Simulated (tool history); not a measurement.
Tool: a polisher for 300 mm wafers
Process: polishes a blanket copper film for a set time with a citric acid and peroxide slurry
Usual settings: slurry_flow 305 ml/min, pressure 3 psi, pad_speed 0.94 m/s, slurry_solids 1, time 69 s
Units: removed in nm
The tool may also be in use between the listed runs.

| run | hour | slurry_flow | pressure | pad_speed | slurry_solids | time | wafers since the last listed run | wafers polished on this pad | hours since the slurry nozzle was cleaned | hours since the head pressure was calibrated | hours since the slurry blender was calibrated | incoming thickness of the incoming film, nm | removed |
|---|---|---|---|---|---|---|---|---|---|---|---|---|---|
| 1 | 0 | 305 | 3 | 0.94 | 1 | 69 | 0 | 791 | 389.3 | 259.3 | 60.1 | 892.5 | 139.6 |
|  | 3.5 | worn pad replaced by a new one |
| 2 | 22.8 | 305 | 3 | 0.94 | 1 | 69 | 116 | 116 | 412.1 | 282.1 | 82.9 | 891.9 | 145.1 |
| 3 | 41.8 | 305 | 3 | 0.94 | 1 | 69 | 115 | 231 | 431.1 | 301.1 | 101.9 | 875.7 | 142.2 |
| 4 | 68.3 | 305 | 3 | 0.94 | 1 | 69 | 160 | 392 | 457.6 | 327.6 | 128.4 | 897.2 | 140.3 |
| 5 | 94.8 | 275 | 3 | 0.94 | 1 | 69 | 160 | 553 | 484.1 | 354.1 | 154.9 | 880.6 | 143.3 |
| 6 | 119.8 | 275 | 3 | 0.94 | 1 | 69 | 151 | 704 | 509.1 | 379.1 | 179.9 | 876.8 | 137.2 |
|  | 136 | worn pad replaced by a new one |
| 7 | 136.5 | 275 | 3 | 0.94 | 1 | 69 | 76 | 3 | 525.8 | 395.8 | 196.6 | 875.2 | 134.4 |
| 8 | 155.3 | 305 | 3 | 0.94 | 1 | 69 | 113 | 117 | 544.6 | 414.6 | 215.4 | 880.6 | 127.4 |
| 9 | 187.9 | 305 | 3 | 0.74 | 1 | 69 | 197 | 314 | 577.2 | 447.2 | 248 | 881.8 | 103.5 |
|  | 203.7 | slurry blender recalibrated |
| 10 | 209.4 | 305 | 3 | 0.74 | 1 | 69 | 118 | 432 | 598.7 | 468.7 | 5.7 | 884 | 100.6 |
| 11 | 225.7 | 305 | 3 | 0.94 | 1 | 69 | 98 | 531 | 615 | 485 | 22 | 891 | 124.4 |
| 12 | 239.8 | 305 | 3 | 1.04 | 1 | 69 | 85 | 617 | 629.1 | 499.1 | 36.1 | 875.2 | 137.7 |
| 13 | 256.9 | 305 | 3 | 1.04 | 1 | 69 | 103 | 720 | 646.2 | 516.2 | 53.2 | 885.7 | 134.3 |
|  | 271.4 | worn pad replaced by a new one, repeated, since the last time left the tool worse |
| 14 | 287.5 | 375 | 3 | 1.2 | 0.85 | 69 | 161 | 97 | 676.8 | 546.8 | 83.8 | 872.2 | 171.4 |
| 15 | 319.5 | 305 | 3 | 0.94 | 1 | 69 | 193 | 291 | 708.8 | 578.8 | 115.8 | 874 | 139.2 |
| 16 | 345.3 | 305 | 3.4 | 0.94 | 1 | 69 | 156 | 448 | 734.6 | 604.6 | 141.6 | 880.7 | 153.5 |
| 17 | 358.9 | 305 | 3 | 0.94 | 1 | 69 | 82 | 530 | 748.2 | 618.2 | 155.2 | 874.5 | 140.3 |
| 18 | 391.2 | 305 | 3 | 0.94 | 0.75 | 56 | 195 | 726 | 780.5 | 650.5 | 187.5 | 884.3 | 101.7 |
|  | 412 | worn pad replaced by a new one |
| 19 | 417.2 | 270 | 3 | 1.16 | 1.2 | 60 | 133 | 31 | 806.5 | 676.5 | 213.5 | 897.1 | 165.3 |
| 20 | 439.3 | 305 | 2.7 | 0.94 | 1 | 69 | 133 | 165 | 828.6 | 698.6 | 235.6 | 873.7 | 130.1 |
|  | 462.4 | head pressure recalibrated |
| 21 | 467.5 | 305 | 3 | 0.94 | 1 | 69 | 158 | 324 | 856.8 | 5.1 | 263.8 | 870.3 | 141.7 |
| 22 | 493.9 | 305 | 3.9 | 0.94 | 0.9 | 69 | 160 | 484 | 883.2 | 31.5 | 290.2 | 880.2 | 171.4 |
|  | 514.4 | slurry blender recalibrated |
| 23 | 514.9 | 255 | 3 | 0.94 | 1 | 82 | 115 | 599 | 904.2 | 52.5 | 0.5 | 884.1 | 167.6 |
|  | 517.5 | slurry nozzle cleaned |
|  | 551.7 | worn pad replaced by a new one |
| 24 | 607.1 | 305 | 3 | 0.68 | 1 | 51 | 528 | 336 | 89.6 | 144.7 | 92.7 | 873.3 | 79.6 |
| 25 | 640.5 | 305 | 3 | 0.78 | 1.1 | 69 | 202 | 538 | 123 | 178.1 | 126.1 | 895.5 | 124.3 |
| 26 | 656.8 | 305 | 3 | 0.94 | 1.25 | 69 | 98 | 637 | 139.3 | 194.4 | 142.4 | 889.2 | 153 |

Some steps in removed between neighbouring runs. How much of each would the tool show without its hidden state too (settings, what came in, random variation), and how much is left for the hidden state, with any gauge scatter that isn't in both results?
The hidden state here: removal rate lost through wear of the pad, %; slurry flow missing at the pad, %; deviation of the head's pressure from its setpoint, %; abrasive missing from the slurry, %.
Run 6 -> 7: worn pad replaced by a new one. removed -2.8 nm: hidden state -6.6, all else +3.8.
Run 13 -> 14: slurry_flow 305 -> 375, pad_speed 1.04 -> 1.2, slurry_solids 1 -> 0.85, worn pad replaced by a new one, repeated, since the last time left the tool worse. removed +37.1 nm: hidden state +19.5, all else +17.6.
Run 18 -> 19: slurry_flow 305 -> 270, pad_speed 0.94 -> 1.16, slurry_solids 0.75 -> 1.2, time 56 -> 60, worn pad replaced by a new one. removed +63.6 nm: hidden state +5.7, all else +57.9.
Run 23 -> 24: slurry_flow 255 -> 305, pad_speed 0.94 -> 0.68, time 82 -> 51, slurry nozzle cleaned, worn pad replaced by a new one. removed -88 nm: hidden state +5.9, all else -93.9.

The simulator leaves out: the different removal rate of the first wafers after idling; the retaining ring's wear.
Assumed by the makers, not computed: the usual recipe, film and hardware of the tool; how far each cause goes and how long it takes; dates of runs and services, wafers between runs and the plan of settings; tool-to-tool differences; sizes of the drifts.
